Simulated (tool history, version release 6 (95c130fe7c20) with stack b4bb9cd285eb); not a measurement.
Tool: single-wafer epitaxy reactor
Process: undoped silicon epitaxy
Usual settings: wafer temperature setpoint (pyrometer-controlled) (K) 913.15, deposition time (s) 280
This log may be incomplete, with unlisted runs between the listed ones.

| run | hour | wafer temperature setpoint (pyrometer-controlled) (K) | deposition time (s) | read-back reference wafer on the same gauge, thickness_nm | mean film thickness on the monitor wafer (angstrom) |
|---|---|---|---|---|---|
| 1 | 0 | 923.15 | 256 | 33.352 | 394.25 |
| 2 | 28.7 | 923.15 | 300 | 33.411 | 461.77 |
| 3 | 56.2 | 913.15 | 280 | 33.383 | 356.45 |
| 4 | 112.4 | 913.15 | 280 | 33.478 | 358.38 |
| 5 | 179.3 | 913.15 | 280 | 33.449 | 354.97 |
| 6 | 216.2 | 913.15 | 238 | 33.363 | 301.53 |
| 7 | 286.4 | 913.15 | 280 | 33.362 | 352.93 |
| 8 | 325 | 913.15 | 280 | 33.402 | 352.44 |
| 9 | 374.4 | 913.15 | 280 | 33.377 | 353.14 |
| 10 | 436.1 | 913.15 | 305 | 33.395 | 383.6 |
| 11 | 469.5 | 903.15 | 253 | 33.347 | 261.98 |
| 12 | 511.6 | 900.15 | 308 | 33.411 | 299.14 |
|  | 671.5 | gauge calibrated |
| 13 | 674.1 | 913.15 | 280 | 33.362 | 353.5 |
| 14 | 821.6 | 913.15 | 297 | 33.393 | 374.85 |
|  | 854.3 | pyrometer calibrated |
| 15 | 881.2 | 913.15 | 280 | 33.401 | 363.76 |
| 16 | 943.3 | 926.15 | 263 | 33.324 | 438.06 |
| 17 | 1084.1 | 913.15 | 246 | 33.463 | 320.65 |
| 18 | 1245.9 | 904.15 | 331 | 33.4 | 357.87 |
| 19 | 1281.3 | 920.15 | 280 | 33.434 | 412.39 |
| 20 | 1317.2 | 902.15 | 315 | 33.42 | 325.82 |
| 21 | 1387.3 | 913.15 | 280 | 33.324 | 360.07 |

Run-by-run hidden state of the tool:
gauge reads high (%): 0 on each run
H1: wafer temperature above the value expected at the setpoint (K)
| run | H1 |
|---|---|
| 1 | -1.07 |
| 2 | -1.12 |
| 3 | -1.16 |
| 4 | -1.23 |
| 5 | -1.31 |
| 6 | -1.35 |
| 7 | -1.41 |
| 8 | -1.45 |
| 9 | -1.48 |
| 10 | -1.53 |
| 11 | -1.55 |
| 12 | -1.57 |
| 13 | -1.65 |
| 14 | -1.7 |
| 15 | 0.179 |
| 16 | -0.0151 |
| 17 | -0.375 |
| 18 | -0.678 |
| 19 | -0.732 |
| 20 | -0.783 |
| 21 | -0.873 |
